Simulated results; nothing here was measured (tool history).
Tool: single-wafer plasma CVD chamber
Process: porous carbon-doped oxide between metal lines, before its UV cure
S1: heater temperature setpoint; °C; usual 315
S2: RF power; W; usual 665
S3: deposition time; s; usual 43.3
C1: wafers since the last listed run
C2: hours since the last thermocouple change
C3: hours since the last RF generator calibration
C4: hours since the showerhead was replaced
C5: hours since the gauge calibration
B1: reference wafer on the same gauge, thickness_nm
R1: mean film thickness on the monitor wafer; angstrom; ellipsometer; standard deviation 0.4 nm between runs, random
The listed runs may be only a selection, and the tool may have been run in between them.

{"run": 1, "hour": 0.0, "S1": 306, "S2": 565, "S3": 43.3, "C1": 0, "C2": 970.9, "C3": 2243.0, "C4": 5332.0, "C5": 133.6, "B1": 300.032, "R1": 2235.96}
{"run": 2, "hour": 19.2, "S1": 306, "S2": 565, "S3": 43.3, "C1": 490, "C2": 990.1, "C3": 2262.2, "C4": 5351.2, "C5": 152.8, "B1": 299.965, "R1": 2227.33}
{"hour": 35.9, "done": "gauge calibrated"}
{"run": 3, "hour": 39.4, "S1": 306, "S2": 565, "S3": 43.3, "C1": 516, "C2": 1010.3, "C3": 2282.4, "C4": 5371.4, "C5": 3.5, "B1": 299.998, "R1": 2225.3}
{"run": 4, "hour": 57.9, "S1": 315, "S2": 570, "S3": 43.3, "C1": 472, "C2": 1028.8, "C3": 2300.9, "C4": 5389.9, "C5": 22.0, "B1": 299.927, "R1": 2144.81}
{"run": 5, "hour": 74.1, "S1": 315, "S2": 570, "S3": 43.3, "C1": 414, "C2": 1045.0, "C3": 2317.1, "C4": 5406.1, "C5": 38.2, "B1": 300.021, "R1": 2140.75}
{"hour": 109.3, "done": "RF generator calibrated"}
{"run": 6, "hour": 109.8, "S1": 306, "S2": 665, "S3": 43.3, "C1": 707, "C2": 1080.7, "C3": 0.5, "C4": 5441.8, "C5": 73.9, "B1": 300.173, "R1": 2749.22}
{"run": 7, "hour": 132.1, "S1": 315, "S2": 665, "S3": 43.3, "C1": 569, "C2": 1103.0, "C3": 22.8, "C4": 5464.1, "C5": 96.2, "B1": 299.974, "R1": 2626.95}
{"run": 8, "hour": 147.1, "S1": 315, "S2": 790, "S3": 49.4, "C1": 383, "C2": 1118.0, "C3": 37.8, "C4": 5479.1, "C5": 111.2, "B1": 300.051, "R1": 3422.83}
{"hour": 171.7, "done": "thermocouple changed; heater temperature recalibrated"}
{"hour": 184.6, "done": "showerhead replaced"}
{"run": 9, "hour": 185.1, "S1": 326, "S2": 775, "S3": 37.3, "C1": 562, "C2": 13.4, "C3": 75.8, "C4": 0.5, "C5": 149.2, "B1": 300.133, "R1": 2367.83}
{"run": 10, "hour": 209.8, "S1": 315, "S2": 585, "S3": 43.3, "C1": 631, "C2": 38.1, "C3": 100.5, "C4": 25.2, "C5": 173.9, "B1": 300.03, "R1": 2292.34}
{"hour": 225.7, "done": "gauge calibrated"}
{"run": 11, "hour": 242.9, "S1": 306, "S2": 565, "S3": 43.3, "C1": 846, "C2": 71.2, "C3": 133.6, "C4": 58.3, "C5": 17.2, "B1": 300.073, "R1": 2325.73}
{"run": 12, "hour": 261.3, "S1": 315, "S2": 665, "S3": 43.3, "C1": 470, "C2": 89.6, "C3": 152.0, "C4": 76.7, "C5": 35.6, "B1": 299.973, "R1": 2564.16}
{"run": 13, "hour": 283.3, "S1": 311, "S2": 780, "S3": 43.3, "C1": 562, "C2": 111.6, "C3": 174.0, "C4": 98.7, "C5": 57.6, "B1": 299.991, "R1": 2956.37}
{"run": 14, "hour": 296.7, "S1": 327, "S2": 755, "S3": 37.3, "C1": 342, "C2": 125.0, "C3": 187.4, "C4": 112.1, "C5": 71.0, "B1": 299.81, "R1": 2322.56}

4 options for the next run, each taken on its own from the tool as it stands now. Forecast them:
{"run": "A", "hour": 297.1, "S1": 315, "S2": 665, "S3": 43.3, "C1": 10, "C2": 125.4, "C3": 187.8, "C4": 112.5, "C5": 71.4, "B1": "?", "R1": "?"}
{"run": "B", "hour": 297.1, "S1": 325, "S2": 535, "S3": 47.3, "C1": 10, "C2": 125.4, "C3": 187.8, "C4": 112.5, "C5": 71.4, "B1": "?", "R1": "?"}
{"run": "C", "hour": 297.1, "S1": 315, "S2": 665, "S3": 49.1, "C1": 10, "C2": 125.4, "C3": 187.8, "C4": 112.5, "C5": 71.4, "B1": "?", "R1": "?"}
{"run": "D", "hour": 297.1, "S1": 301, "S2": 740, "S3": 43.3, "C1": 10, "C2": 125.4, "C3": 187.8, "C4": 112.5, "C5": 71.4, "B1": "?", "R1": "?"}

run=A B1=300.009 R1=2568.26
run=B B1=300.009 R1=2223.79
run=C B1=300.009 R1=2904.20
run=D B1=300.009 R1=2989.93
Take away the tool's hidden state, keep each run's random variation, and the runs would have read:
run=A R1=2566.36
run=B R1=2222.35
run=C R1=2902.05
run=D R1=2987.44
